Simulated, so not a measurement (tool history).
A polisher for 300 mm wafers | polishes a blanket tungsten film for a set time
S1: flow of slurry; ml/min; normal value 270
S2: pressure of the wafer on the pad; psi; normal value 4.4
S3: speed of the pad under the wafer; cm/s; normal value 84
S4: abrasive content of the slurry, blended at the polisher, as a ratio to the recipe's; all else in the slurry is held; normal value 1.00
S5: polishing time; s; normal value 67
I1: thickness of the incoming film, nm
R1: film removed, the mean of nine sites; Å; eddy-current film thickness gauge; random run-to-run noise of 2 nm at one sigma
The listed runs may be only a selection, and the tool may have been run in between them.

run,hour,S1,S2,S3,S4,S5,I1,R1
1,0.0,270,4.4,84,1.00,67,1288.9,2659
# hour 43.9: slurry blender recalibrated
2,65.6,270,4.4,84,1.00,67,1276.9,2572
3,114.4,270,4.4,84,1.00,67,1268.2,2587
# hour 120.4: worn pad replaced by a new one
4,196.1,270,3.2,68,1.00,67,1278.2,1481
# hour 222.2: head pressure recalibrated
5,244.2,270,5.6,84,1.00,67,1279.6,3149
# hour 367.4: slurry tank refilled with fresh slurry and peroxide
6,422.3,300,3.2,84,0.70,67,1290.5,1806
7,495.5,245,4.4,84,1.00,82,1284.4,3137
# hour 534.4: slurry nozzle cleaned
8,722.4,220,3.9,74,1.00,61,1293.7,1795
# hour 743.4: slurry blender recalibrated
# hour 768.3: worn pad replaced by a new one
9,789.0,270,4.4,84,1.00,67,1282.2,2544
10,829.6,270,5.4,84,1.00,77,1281.7,3585
11,924.9,270,5.1,84,1.00,67,1270.2,2926
# hour 1009.8: slurry tank refilled with fresh slurry and peroxide
12,1021.1,270,3.6,72,1.00,67,1280.9,1860
13,1088.4,270,4.4,84,1.00,67,1275.6,2647
14,1144.6,210,5.2,84,0.90,67,1257.2,2856
15,1229.0,270,4.4,76,1.00,67,1269.7,2287
# hour 1239.7: slurry nozzle cleaned
16,1296.0,240,4.4,84,1.00,67,1269.0,2611
# hour 1377.1: worn pad replaced by a new one
17,1390.3,270,4.4,84,1.15,67,1279.6,2676
# hour 1402.1: head pressure recalibrated
18,1435.4,355,4.8,110,1.00,67,1286.4,3748
# hour 1460.4: slurry blender recalibrated
19,1524.0,270,4.4,84,1.00,67,1286.2,2513
20,1627.1,270,3.9,84,1.20,67,1273.9,2258
21,1676.5,205,3.1,70,0.75,67,1269.7,1307
# hour 1714.6: slurry tank refilled with fresh slurry and peroxide
22,1726.3,270,4.4,84,0.90,67,1269.9,2594
23,1816.1,230,3.7,84,1.00,67,1284.8,2138
# hour 1880.3: slurry nozzle cleaned
24,2036.5,305,4.4,84,1.00,61,1282.4,2367
# hour 2040.8: worn pad replaced by a new one
25,2115.1,270,4.4,84,1.00,67,1292.3,2555

Here are 5 independent what-if runs from the current tool condition. What would each one return?
A,2115.5,355,4.4,84,1.00,67,1280.4,?
B,2115.5,270,3.5,84,1.00,67,1280.4,?
C,2115.5,180,3.4,84,1.00,67,1280.4,?
D,2115.5,205,4.4,84,1.00,67,1280.4,?
E,2115.5,310,3.7,84,1.20,46,1280.4,?

run,R1
A,2618
B,2033
C,1886
D,2481
E,1554
With the hidden condition removed and each run's random variation left untouched, the same runs would have given:
run,R1
A,2815
B,2190
C,2037
D,2677
E,1672
